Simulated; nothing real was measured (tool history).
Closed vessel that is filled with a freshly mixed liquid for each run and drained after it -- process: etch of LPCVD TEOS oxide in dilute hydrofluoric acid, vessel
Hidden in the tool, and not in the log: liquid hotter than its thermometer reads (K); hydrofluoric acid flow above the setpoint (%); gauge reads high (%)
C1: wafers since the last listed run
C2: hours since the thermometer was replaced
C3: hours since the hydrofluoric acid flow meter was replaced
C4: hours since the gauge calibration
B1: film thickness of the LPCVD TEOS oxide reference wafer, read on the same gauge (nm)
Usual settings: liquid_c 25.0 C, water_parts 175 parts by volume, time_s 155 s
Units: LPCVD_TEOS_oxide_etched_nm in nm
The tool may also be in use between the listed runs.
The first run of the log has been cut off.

Run 2, hour 64.8: usual settings; C1 7250; C2 763.1; C3 1511.1; C4 1346.0; B1 150.03. Result: LPCVD_TEOS_oxide_etched_nm 32.44 nm.
Run 3, hour 118.2: usual settings but liquid_c 23.0 C; C1 5975; C2 816.5; C3 1564.5; C4 1399.4; B1 150.00. Result: LPCVD_TEOS_oxide_etched_nm 31.11 nm.
Run 4, hour 169.0: usual settings but liquid_c 23.0 C; C1 5684; C2 867.3; C3 1615.3; C4 1450.2; B1 150.01. Result: LPCVD_TEOS_oxide_etched_nm 30.62 nm.
Run 5, hour 197.4: usual settings but liquid_c 23.0 C; C1 3177; C2 895.7; C3 1643.7; C4 1478.6; B1 150.01. Result: LPCVD_TEOS_oxide_etched_nm 30.60 nm.
Run 6, hour 267.7: usual settings but water_parts 150 parts by volume; C1 7866; C2 966.0; C3 1714.0; C4 1548.9; B1 149.97. Result: LPCVD_TEOS_oxide_etched_nm 40.33 nm.
At hour 294.6: gauge calibrated.
Run 7, hour 332.9: usual settings but water_parts 150 parts by volume; C1 7295; C2 1031.2; C3 1779.2; C4 38.3; B1 149.96. Result: LPCVD_TEOS_oxide_etched_nm 40.69 nm.
Run 8, hour 371.9: usual settings but water_parts 150 parts by volume; C1 4364; C2 1070.2; C3 1818.2; C4 77.3; B1 149.98. Result: LPCVD_TEOS_oxide_etched_nm 41.25 nm.
Run 9, hour 404.1: usual settings; C1 3603; C2 1102.4; C3 1850.4; C4 109.5; B1 150.01. Result: LPCVD_TEOS_oxide_etched_nm 33.82 nm.
Run 10, hour 436.2: usual settings; C1 3591; C2 1134.5; C3 1882.5; C4 141.6; B1 149.97. Result: LPCVD_TEOS_oxide_etched_nm 34.37 nm.
Run 11, hour 469.9: usual settings; C1 3770; C2 1168.2; C3 1916.2; C4 175.3; B1 149.99. Result: LPCVD_TEOS_oxide_etched_nm 33.66 nm.
Run 12, hour 532.4: usual settings; C1 6993; C2 1230.7; C3 1978.7; C4 237.8; B1 150.00. Result: LPCVD_TEOS_oxide_etched_nm 34.48 nm.
At hour 575.8: thermometer replaced.
At hour 610.7: hydrofluoric acid flow meter replaced.
Run 13, hour 674.5: usual settings; C1 15676; C2 98.7; C3 63.8; C4 379.9; B1 149.99. Result: LPCVD_TEOS_oxide_etched_nm 30.01 nm.
Run 14, hour 715.7: usual settings but liquid_c 28.0 C, time_s 205 s; C1 4610; C2 139.9; C3 105.0; C4 421.1; B1 150.00. Result: LPCVD_TEOS_oxide_etched_nm 44.25 nm.
Run 15, hour 774.0: usual settings but liquid_c 29.5 C, water_parts 215 parts by volume, time_s 240 s; C1 6523; C2 198.2; C3 163.3; C4 479.4; B1 149.97. Result: LPCVD_TEOS_oxide_etched_nm 42.58 nm.
Run 16, hour 805.4: usual settings but liquid_c 27.0 C, water_parts 235 parts by volume, time_s 220 s; C1 3513; C2 229.6; C3 194.7; C4 510.8; B1 150.00. Result: LPCVD_TEOS_oxide_etched_nm 32.29 nm.
Run 17, hour 870.0: usual settings but water_parts 95 parts by volume, time_s 65 s; C1 7228; C2 294.2; C3 259.3; C4 575.4; B1 150.03. Result: LPCVD_TEOS_oxide_etched_nm 26.00 nm.
Run 18, hour 898.0: usual settings but liquid_c 21.5 C, water_parts 135 parts by volume, time_s 115 s; C1 3133; C2 322.2; C3 287.3; C4 603.4; B1 149.96. Result: LPCVD_TEOS_oxide_etched_nm 26.87 nm.
Run 19, hour 966.0: usual settings but liquid_c 23.0 C, time_s 115 s; C1 7609; C2 390.2; C3 355.3; C4 671.4; B1 149.96. Result: LPCVD_TEOS_oxide_etched_nm 20.74 nm.
Run 20, hour 1003.2: usual settings but liquid_c 27.0 C, water_parts 200 parts by volume; C1 4162; C2 427.4; C3 392.5; C4 708.6; B1 150.03. Result: LPCVD_TEOS_oxide_etched_nm 28.22 nm.
Run 21, hour 1032.4: usual settings but liquid_c 21.0 C, water_parts 115 parts by volume, time_s 245 s; C1 3267; C2 456.6; C3 421.7; C4 737.8; B1 150.01. Result: LPCVD_TEOS_oxide_etched_nm 68.09 nm.

Run 22 comes next. What will it give?
Run 22, hour 1087.9: usual settings; C1 6210; C2 512.1; C3 477.2; C4 793.3; B1 ?. Result: LPCVD_TEOS_oxide_etched_nm ?.

{"run 22": {"B1": 150.02, "LPCVD_TEOS_oxide_etched_nm": 31.14}}
With no hidden state in the tool, this same run would have given LPCVD_TEOS_oxide_etched_nm 29.60 nm.

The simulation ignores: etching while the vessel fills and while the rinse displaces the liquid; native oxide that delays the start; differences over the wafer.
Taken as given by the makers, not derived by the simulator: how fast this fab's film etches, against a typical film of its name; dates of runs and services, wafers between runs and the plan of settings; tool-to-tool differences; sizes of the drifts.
